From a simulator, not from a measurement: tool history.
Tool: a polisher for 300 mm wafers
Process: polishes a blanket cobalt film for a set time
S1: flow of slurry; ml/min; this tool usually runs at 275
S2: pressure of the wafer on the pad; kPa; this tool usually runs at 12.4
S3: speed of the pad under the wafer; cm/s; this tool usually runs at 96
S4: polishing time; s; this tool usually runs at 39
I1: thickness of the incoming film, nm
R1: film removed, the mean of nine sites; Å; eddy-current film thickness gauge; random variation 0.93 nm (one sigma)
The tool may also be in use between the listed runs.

Run 1, hour 0: usual settings but S3 84 cm/s; I1 1329.5. Result: R1 1179 Å.
Run 2, hour 105.9: usual settings but S3 84 cm/s; I1 1311.1. Result: R1 1171 Å.
Run 3, hour 169: usual settings but S3 84 cm/s; I1 1317.4. Result: R1 1169 Å.
Run 4, hour 233.4: usual settings but S2 13.8 kPa, S3 114 cm/s; I1 1321.9. Result: R1 1787 Å.
At hour 270: head pressure recalibrated.
Run 5, hour 294.5: usual settings but S2 13.8 kPa, S3 114 cm/s; I1 1307.3. Result: R1 1775 Å.
Run 6, hour 333: usual settings but S2 13.8 kPa, S3 114 cm/s; I1 1323.1. Result: R1 1779 Å.
Run 7, hour 400.6: usual settings; I1 1311.2. Result: R1 1349 Å.
Run 8, hour 508.1: usual settings; I1 1330.7. Result: R1 1357 Å.
At hour 572.3: worn pad replaced by a new one.
Run 9, hour 579.3: usual settings; I1 1328.7. Result: R1 1341 Å.
At hour 642.6: slurry nozzle cleaned.
Run 10, hour 700.4: usual settings but S2 15.2 kPa, S4 47 s; I1 1326.3. Result: R1 1990 Å.
Run 11, hour 774.6: usual settings; I1 1348.7. Result: R1 1349 Å.
Run 12, hour 863.6: usual settings; I1 1301.5. Result: R1 1347 Å.
Run 13, hour 966.9: usual settings but S1 240 ml/min, S2 13.8 kPa; I1 1304.7. Result: R1 1464 Å.
Run 14, hour 1011.1: usual settings but S1 240 ml/min, S2 13.8 kPa; I1 1323.9. Result: R1 1470 Å.
Run 15, hour 1091: usual settings but S3 70 cm/s; I1 1315.2. Result: R1 980 Å.
Run 16, hour 1175.3: usual settings but S2 10.3 kPa; I1 1342.6. Result: R1 1134 Å.
At hour 1184.4: worn pad replaced by a new one.
Run 17, hour 1239.3: usual settings but S3 86 cm/s; I1 1332.2. Result: R1 1206 Å.
Run 18, hour 1288.9: usual settings but S1 235 ml/min, S4 25 s; I1 1295.2. Result: R1 834 Å.
At hour 1302: slurry nozzle cleaned.
Run 19, hour 1370.9: usual settings but S2 15.2 kPa; I1 1331.4. Result: R1 1626 Å.
Run 20, hour 1436.2: usual settings; I1 1304.2. Result: R1 1340 Å.
Run 21, hour 1500.3: usual settings but S1 230 ml/min, S2 9.7 kPa, S3 106 cm/s, S4 44 s; I1 1312.4. Result: R1 1271 Å.
Run 22, hour 1592.3: usual settings; I1 1322.5. Result: R1 1355 Å.
Run 23, hour 1664.1: usual settings but S2 16.5 kPa, S3 112 cm/s, S4 28 s; I1 1329.5. Result: R1 1527 Å.
Run 24, hour 1723.1: usual settings; I1 1308.9. Result: R1 1357 Å.
At hour 1759.4: head pressure recalibrated.
Run 25, hour 1789.3: usual settings but S1 345 ml/min, S2 10.3 kPa, S3 124 cm/s, S4 43 s; I1 1344.9. Result: R1 1632 Å.
At hour 1814.8: worn pad replaced by a new one.
Run 26, hour 1868.3: usual settings but S2 8.3 kPa, S3 88 cm/s, S4 27 s; I1 1344.7. Result: R1 565 Å.
At hour 1905.3: slurry nozzle cleaned.
Run 27, hour 1965.4: usual settings but S1 230 ml/min, S2 14.5 kPa, S3 68 cm/s, S4 26 s; I1 1318.1. Result: R1 724 Å.
Run 28, hour 2016.6: usual settings but S2 11 kPa, S3 124 cm/s, S4 44 s; I1 1292.8. Result: R1 1745 Å.
Run 29, hour 2072.5: usual settings; I1 1307.7. Result: R1 1350 Å.
Run 30, hour 2179.1: usual settings but S1 240 ml/min, S2 13.8 kPa; I1 1325.6. Result: R1 1472 Å.
Run 31, hour 2282.4: usual settings but S3 122 cm/s; I1 1339.6. Result: R1 1711 Å.
Run 32, hour 2380.1: usual settings but S1 300 ml/min, S2 15.9 kPa; I1 1304. Result: R1 1724 Å.
At hour 2425.3: worn pad replaced by a new one.
Run 33, hour 2425.8: usual settings; I1 1319.6. Result: R1 1330 Å.
Run 34, hour 2498.7: usual settings but S1 220 ml/min, S4 30 s; I1 1305.4. Result: R1 1012 Å.
Run 35, hour 2585.7: usual settings but S4 46 s; I1 1315.8. Result: R1 1589 Å.
At hour 2609.7: slurry nozzle cleaned.
Run 36, hour 2674.8: usual settings but S2 10.3 kPa, S3 64 cm/s, S4 35 s; I1 1325.2. Result: R1 675 Å.

What if the next run were any one of these 5? Each begins from the tool's condition after run 36:
Run A, hour 2675.2: usual settings; I1 1324.6. Result: R1 ?.
Run B, hour 2675.2: usual settings but S3 82 cm/s, S4 30 s; I1 1324.6. Result: R1 ?.
Run C, hour 2675.2: usual settings but S1 305 ml/min, S4 33 s; I1 1324.6. Result: R1 ?.
Run D, hour 2675.2: usual settings but S1 180 ml/min, S3 120 cm/s, S4 34 s; I1 1324.6. Result: R1 ?.
Run E, hour 2675.2: usual settings but S1 185 ml/min, S2 9.7 kPa, S4 30 s; I1 1324.6. Result: R1 ?.

run    R1
  A  1348
  B   886
  C  1152
  D  1385
  E   764
Without the tool's hidden state the same runs would have given:
run    R1
  A  1348
  B   886
  C  1152
  D  1385
  E   764

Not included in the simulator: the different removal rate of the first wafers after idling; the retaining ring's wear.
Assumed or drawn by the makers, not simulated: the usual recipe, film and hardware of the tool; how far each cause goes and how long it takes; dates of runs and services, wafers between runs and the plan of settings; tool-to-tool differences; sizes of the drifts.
